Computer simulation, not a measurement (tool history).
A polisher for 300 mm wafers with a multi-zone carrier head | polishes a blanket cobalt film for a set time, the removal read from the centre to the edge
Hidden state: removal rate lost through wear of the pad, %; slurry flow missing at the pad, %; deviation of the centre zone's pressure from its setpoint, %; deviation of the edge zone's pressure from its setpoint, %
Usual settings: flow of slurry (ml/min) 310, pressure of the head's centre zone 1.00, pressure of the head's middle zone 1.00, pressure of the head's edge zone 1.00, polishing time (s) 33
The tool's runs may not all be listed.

run,hour,flow of slurry (ml/min),pressure of the head's centre zone,pressure of the head's middle zone,pressure of the head's edge zone,polishing time (s),wafers since the last listed run,wafers polished on this pad,hours since the slurry nozzle was cleaned,hours since the centre zone pressure was calibrated,hours since the edge zone pressure was calibrated,hours since the carrier head's membrane was replaced,"incoming thickness of the incoming film, nm",film removed at the wafer's centre (angstrom),film removed at mid-radius (angstrom),film removed at the wafer's edge (angstrom)
1,0.0,390,1.00,1.00,1.00,33,0,616,156.4,122.8,294.8,646.7,1009.0,1978,1938,1941
2,91.1,390,1.00,1.00,1.00,33,856,1473,247.5,213.9,385.9,737.8,1042.7,2000,1913,1965
# hour 126.9: edge zone pressure recalibrated
3,154.0,310,0.92,1.00,1.00,33,572,2045,310.4,276.8,27.1,800.7,1002.9,1826,1896,1964
4,232.1,310,0.92,1.00,1.00,33,734,2779,388.5,354.9,105.2,878.8,1029.1,1833,1889,1919
5,279.8,310,0.92,1.00,1.00,33,448,3228,436.2,402.6,152.9,926.5,1035.7,1820,1902,1967
6,322.2,310,1.00,1.00,1.00,33,398,3626,478.6,445.0,195.3,968.9,1008.6,1996,1895,1912
# hour 337.4: slurry nozzle cleaned
7,393.8,310,1.00,1.00,1.00,33,663,4290,56.4,516.6,266.9,1040.5,1013.8,1985,1876,1908
# hour 423.3: worn pad replaced by a new one
8,478.8,310,1.00,0.91,1.00,33,761,522,141.4,601.6,351.9,1125.5,1028.3,2001,1732,1928
9,537.3,310,1.07,1.00,1.10,33,549,1072,199.9,660.1,410.4,1184.0,1007.2,2141,1877,2023
# hour 596.8: carrier head's membrane replaced by a new one
10,603.0,310,1.00,1.00,1.00,33,570,1642,265.6,725.8,476.1,6.2,1013.6,2007,1865,1916
# hour 633.4: edge zone pressure recalibrated
11,658.5,310,1.00,1.00,1.00,33,502,2145,321.1,781.3,25.1,61.7,1037.6,1985,1904,1924
12,726.8,310,1.00,1.00,1.00,22,642,2787,389.4,849.6,93.4,130.0,1020.0,1336,1253,1290
# hour 849.8: slurry nozzle cleaned
# hour 860.0: worn pad replaced by a new one
# hour 861.9: centre zone pressure recalibrated
13,1045.4,310,1.00,0.92,1.00,33,2929,1724,195.6,183.5,412.0,448.6,1023.1,1803,1769,1885
# hour 1061.9: edge zone pressure recalibrated
14,1115.5,400,1.00,1.00,1.09,33,640,2364,265.7,253.6,53.6,518.7,1029.8,1848,1935,2011
15,1173.3,310,1.00,1.00,1.00,33,543,2908,323.5,311.4,111.4,576.5,1036.4,1824,1889,1928
# hour 1247.2: centre zone pressure recalibrated, repeated, since the last time left the tool worse
16,1267.1,310,1.00,1.00,1.00,33,862,3771,417.3,19.9,205.2,670.3,1008.1,1928,1883,1910
# hour 1272.4: slurry nozzle cleaned
# hour 1298.4: worn pad replaced by a new one
17,1362.2,260,0.96,1.00,1.00,33,846,599,89.8,115.0,300.3,765.4,1030.7,1851,1862,1908
18,1414.6,310,1.00,1.00,1.00,33,492,1092,142.2,167.4,352.7,817.8,1035.6,1959,1900,1925
# hour 1460.1: edge zone pressure recalibrated
19,1562.4,310,1.00,1.00,1.00,23,1370,2463,290.0,315.2,102.3,965.6,1015.2,1366,1322,1349
20,1645.0,235,0.95,1.12,1.03,33,776,3239,372.6,397.8,184.9,1048.2,1014.2,1828,2021,1914
# hour 1696.7: worn pad replaced by a new one
21,1729.8,310,1.00,1.12,1.00,33,759,311,457.4,482.6,269.7,1133.0,1003.5,2000,2068,1943
# hour 1766.9: slurry nozzle cleaned
22,1773.2,360,1.08,1.00,0.89,33,398,709,6.3,526.0,313.1,1176.4,1024.9,2204,1909,1838
# hour 1877.1: edge zone pressure recalibrated
23,1877.9,310,1.00,1.00,1.00,33,965,1675,111.0,630.7,0.8,1281.1,1016.3,2001,1879,1924

3 ways to go on from here, each from the tool as it stands after run 23. What would each give?
A,1878.3,310,1.05,1.00,1.00,33,3,1679,111.4,631.1,1.2,1281.5,1042.0,?,?,?
B,1878.3,310,1.08,1.00,0.88,33,3,1679,111.4,631.1,1.2,1281.5,1042.0,?,?,?
C,1878.3,310,1.07,1.00,1.00,36,3,1679,111.4,631.1,1.2,1281.5,1042.0,?,?,?

run,film removed at the wafer's centre (angstrom),film removed at mid-radius (angstrom),film removed at the wafer's edge (angstrom)
A,2140,1886,1928
B,2201,1886,1830
C,2379,2057,2103
Without the tool's hidden state the same runs would have given:
run,film removed at the wafer's centre (angstrom),film removed at mid-radius (angstrom),film removed at the wafer's edge (angstrom)
A,2049,1886,1928
B,2107,1886,1830
C,2277,2058,2103

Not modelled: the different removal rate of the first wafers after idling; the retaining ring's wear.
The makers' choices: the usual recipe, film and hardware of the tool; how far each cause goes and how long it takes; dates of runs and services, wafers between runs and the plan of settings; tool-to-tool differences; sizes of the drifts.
